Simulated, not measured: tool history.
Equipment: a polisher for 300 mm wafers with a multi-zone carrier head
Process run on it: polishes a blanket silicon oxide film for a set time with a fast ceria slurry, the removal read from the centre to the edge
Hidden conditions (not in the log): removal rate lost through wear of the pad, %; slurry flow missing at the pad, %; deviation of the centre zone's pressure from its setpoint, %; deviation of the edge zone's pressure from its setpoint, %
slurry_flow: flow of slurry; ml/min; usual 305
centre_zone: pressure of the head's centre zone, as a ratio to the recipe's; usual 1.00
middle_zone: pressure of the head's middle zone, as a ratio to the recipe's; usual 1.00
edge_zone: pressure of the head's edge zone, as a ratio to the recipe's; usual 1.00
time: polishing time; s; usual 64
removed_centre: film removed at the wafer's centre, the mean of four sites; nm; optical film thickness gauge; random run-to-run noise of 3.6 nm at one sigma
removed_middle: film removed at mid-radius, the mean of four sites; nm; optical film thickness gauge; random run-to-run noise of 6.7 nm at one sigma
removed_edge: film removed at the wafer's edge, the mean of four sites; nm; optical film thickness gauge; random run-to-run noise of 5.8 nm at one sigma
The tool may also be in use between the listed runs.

| run | hour | slurry_flow | centre_zone | middle_zone | edge_zone | time | wafers since the last listed run | wafers polished on this pad | hours since the slurry nozzle was cleaned | hours since the centre zone pressure was calibrated | hours since the edge zone pressure was calibrated | hours since the carrier head's membrane was replaced | incoming thickness of the incoming film, nm | removed_centre | removed_middle | removed_edge |
|---|---|---|---|---|---|---|---|---|---|---|---|---|---|---|---|---|
| 1 | 0.0 | 305 | 1.00 | 1.00 | 1.07 | 51 | 0 | 749 | 215.8 | 1037.3 | 721.3 | 1075.9 | 1709.1 | 350.2 | 360.0 | 366.5 |
| 2 | 13.6 | 305 | 1.00 | 1.00 | 1.00 | 64 | 107 | 857 | 229.4 | 1050.9 | 734.9 | 1089.5 | 1714.9 | 432.1 | 445.4 | 441.5 |
| 3 | 27.1 | 305 | 1.00 | 1.00 | 1.00 | 64 | 107 | 964 | 242.9 | 1064.4 | 748.4 | 1103.0 | 1721.0 | 435.7 | 442.4 | 440.4 |
|  | 35.5 | worn pad replaced by a new one |
| 4 | 58.1 | 365 | 1.00 | 1.00 | 1.00 | 64 | 214 | 179 | 273.9 | 1095.4 | 779.4 | 1134.0 | 1730.8 | 460.9 | 470.1 | 458.8 |
| 5 | 91.6 | 305 | 1.00 | 1.00 | 1.00 | 64 | 265 | 445 | 307.4 | 1128.9 | 812.9 | 1167.5 | 1740.1 | 433.1 | 442.2 | 436.1 |
|  | 108.7 | slurry nozzle cleaned |
| 6 | 123.7 | 305 | 1.00 | 1.00 | 1.00 | 64 | 246 | 691 | 15.0 | 1161.0 | 845.0 | 1199.6 | 1725.0 | 434.1 | 428.7 | 431.3 |
|  | 134.2 | centre zone pressure recalibrated |
| 7 | 136.5 | 305 | 1.00 | 1.00 | 1.00 | 64 | 85 | 777 | 27.8 | 2.3 | 857.8 | 1212.4 | 1749.1 | 428.5 | 435.5 | 430.1 |
| 8 | 163.1 | 305 | 1.00 | 1.00 | 1.00 | 64 | 210 | 987 | 54.4 | 28.9 | 884.4 | 1239.0 | 1717.3 | 429.2 | 419.4 | 439.4 |
|  | 182.0 | worn pad replaced by a new one |
| 9 | 192.0 | 230 | 1.00 | 0.97 | 1.00 | 64 | 197 | 79 | 83.3 | 57.8 | 913.3 | 1267.9 | 1716.4 | 450.4 | 454.5 | 452.5 |
| 10 | 213.5 | 240 | 1.00 | 1.10 | 0.94 | 58 | 170 | 249 | 104.8 | 79.3 | 934.8 | 1289.4 | 1745.5 | 397.4 | 437.9 | 390.9 |
| 11 | 228.7 | 305 | 1.00 | 1.00 | 1.00 | 64 | 120 | 370 | 120.0 | 94.5 | 950.0 | 1304.6 | 1740.2 | 442.4 | 442.8 | 451.0 |
| 12 | 255.4 | 360 | 1.00 | 0.90 | 1.08 | 64 | 211 | 581 | 146.7 | 121.2 | 976.7 | 1331.3 | 1710.9 | 440.2 | 421.5 | 461.0 |
| 13 | 282.0 | 305 | 1.05 | 0.89 | 0.92 | 55 | 210 | 792 | 173.3 | 147.8 | 1003.3 | 1357.9 | 1703.8 | 393.9 | 352.9 | 371.2 |
| 14 | 309.2 | 305 | 1.00 | 1.00 | 1.07 | 51 | 215 | 1008 | 200.5 | 175.0 | 1030.5 | 1385.1 | 1715.7 | 344.1 | 345.0 | 367.6 |
|  | 315.8 | worn pad replaced by a new one |
|  | 322.7 | carrier head's membrane replaced by a new one |
|  | 364.8 | edge zone pressure recalibrated |
| 15 | 377.5 | 245 | 1.07 | 1.00 | 1.04 | 81 | 454 | 433 | 268.8 | 243.3 | 12.7 | 54.8 | 1751.9 | 586.4 | 542.8 | 558.0 |
| 16 | 405.6 | 305 | 1.00 | 1.00 | 1.00 | 64 | 222 | 656 | 296.9 | 271.4 | 40.8 | 82.9 | 1749.4 | 433.7 | 435.9 | 442.4 |
|  | 424.9 | slurry nozzle cleaned |
| 17 | 428.2 | 260 | 1.00 | 1.00 | 0.96 | 73 | 171 | 827 | 3.3 | 294.0 | 63.4 | 105.5 | 1743.3 | 484.4 | 496.6 | 468.6 |

Run 18 comes next. What will it give?
| 18 | 447.1 | 305 | 1.00 | 1.00 | 0.94 | 84 | 149 | 977 | 22.2 | 312.9 | 82.3 | 124.4 | 1744.7 | ? | ? | ? |

Run 18 came out at removed_centre 558.8 nm, removed_middle 581.4 nm, removed_edge 552.6 nm.
Without the tool's hidden state the same run would have given removed_centre 617.1 nm, removed_middle 642.1 nm, removed_edge 610.3 nm.
